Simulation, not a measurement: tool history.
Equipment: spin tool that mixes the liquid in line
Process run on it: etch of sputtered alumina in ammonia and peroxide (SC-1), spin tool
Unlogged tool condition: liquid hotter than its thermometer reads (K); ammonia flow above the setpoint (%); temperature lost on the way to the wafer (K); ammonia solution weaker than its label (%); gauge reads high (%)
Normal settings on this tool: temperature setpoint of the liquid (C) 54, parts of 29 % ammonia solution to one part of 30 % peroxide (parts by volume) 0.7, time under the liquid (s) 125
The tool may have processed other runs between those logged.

run	hour	temperature setpoint of the liquid (C)	parts of 29 % ammonia solution to one part of 30 % peroxide (parts by volume)	time under the liquid (s)	wafers since the last listed run	hours since the thermometer was replaced	hours since the ammonia flow meter was replaced	hours since the heated supply line was repaired	hours since the drum of ammonia solution was connected	hours since the gauge calibration	read-back film thickness of the sputtered alumina reference wafer, read on the same gauge (nm)	thickness taken off the sputtered alumina on a monitor wafer (Å)
1	0	54	0.6	125	0	2071.9	1944.4	2690.2	349.9	58.9	130.01	121
2	17.4	54	0.6	125	122	2089.3	1961.8	2707.6	367.3	76.3	130.01	121
3	39.3	54	0.8	125	153	2111.2	1983.7	2729.5	389.2	98.2	130.01	123.6
4	64.2	54	0.8	125	174	2136.1	2008.6	2754.4	414.1	123.1	130.01	123.5
5	97.5	54	0.45	125	233	2169.4	2041.9	2787.7	447.4	156.4	130	117.2
6	160.2	56	0.7	95	440	2232.1	2104.6	2850.4	510.1	219.1	129.98	102.1
7	186.3	56	0.7	95	183	2258.2	2130.7	2876.5	536.2	245.2	130	103.9
# hour 211.6: ammonia flow meter replaced
8	214.7	56	0.7	95	192	2286.6	3.1	2904.9	564.6	273.6	129.98	103.3
9	229.6	54	0.7	125	104	2301.5	18	2919.8	579.5	288.5	129.98	122.2
10	243.9	54	0.7	125	100	2315.8	32.3	2934.1	593.8	302.8	130	122.4
# hour 268.3: new drum of ammonia solution connected
11	276.1	54	0.7	125	219	2348	64.5	2966.3	7.8	335	129.98	122.9
# hour 285.4: heated supply line repaired
# hour 299.9: thermometer replaced
12	308.5	63.5	0.85	145	213	8.6	96.9	23.1	40.2	367.4	130.03	236.6
13	340.5	54	0.8	125	224	40.6	128.9	55.1	72.2	399.4	130.02	123.8
14	373.4	47.5	0.4	125	231	73.5	161.8	88	105.1	432.3	129.99	82
15	387	51	0.5	180	95	87.1	175.4	101.6	118.7	445.9	130.01	145.7
16	403.9	54	0.7	125	118	104	192.3	118.5	135.6	462.8	130.01	122
# hour 414.2: gauge calibrated
17	437.3	54	0.55	125	234	137.4	225.7	151.9	169	23.1	129.97	119.8
18	449.6	47.5	0.7	125	86	149.7	238	164.2	181.3	35.4	130	84.9
19	471	45.5	0.7	195	150	171.1	259.4	185.6	202.7	56.8	129.98	119.5
20	490.9	54	0.7	125	139	191	279.3	205.5	222.6	76.7	130.01	121
21	509.8	54	0.7	125	132	209.9	298.2	224.4	241.5	95.6	130.05	121.2
22	540	57	0.85	85	212	240.1	328.4	254.6	271.7	125.8	130	99.6
23	573.4	61.5	0.95	145	234	273.5	361.8	288	305.1	159.2	129.99	215.7
24	592.8	54	0.8	125	136	292.9	381.2	307.4	324.5	178.6	129.97	124.5

How the hidden state differs across the entries between the runs, from the last listed run before each to the first after it:
Between runs 7 and 8: ammonia flow meter replaced (hour 211.6)
  no hidden state differs between the two runs
Between runs 10 and 11: new drum of ammonia solution connected (hour 268.3)
  no hidden state differs between the two runs
Between runs 11 and 12: heated supply line repaired (hour 285.4); thermometer replaced (hour 299.9)
  no hidden state differs between the two runs
Between runs 16 and 17: gauge calibrated (hour 414.2)
  no hidden state differs between the two runs

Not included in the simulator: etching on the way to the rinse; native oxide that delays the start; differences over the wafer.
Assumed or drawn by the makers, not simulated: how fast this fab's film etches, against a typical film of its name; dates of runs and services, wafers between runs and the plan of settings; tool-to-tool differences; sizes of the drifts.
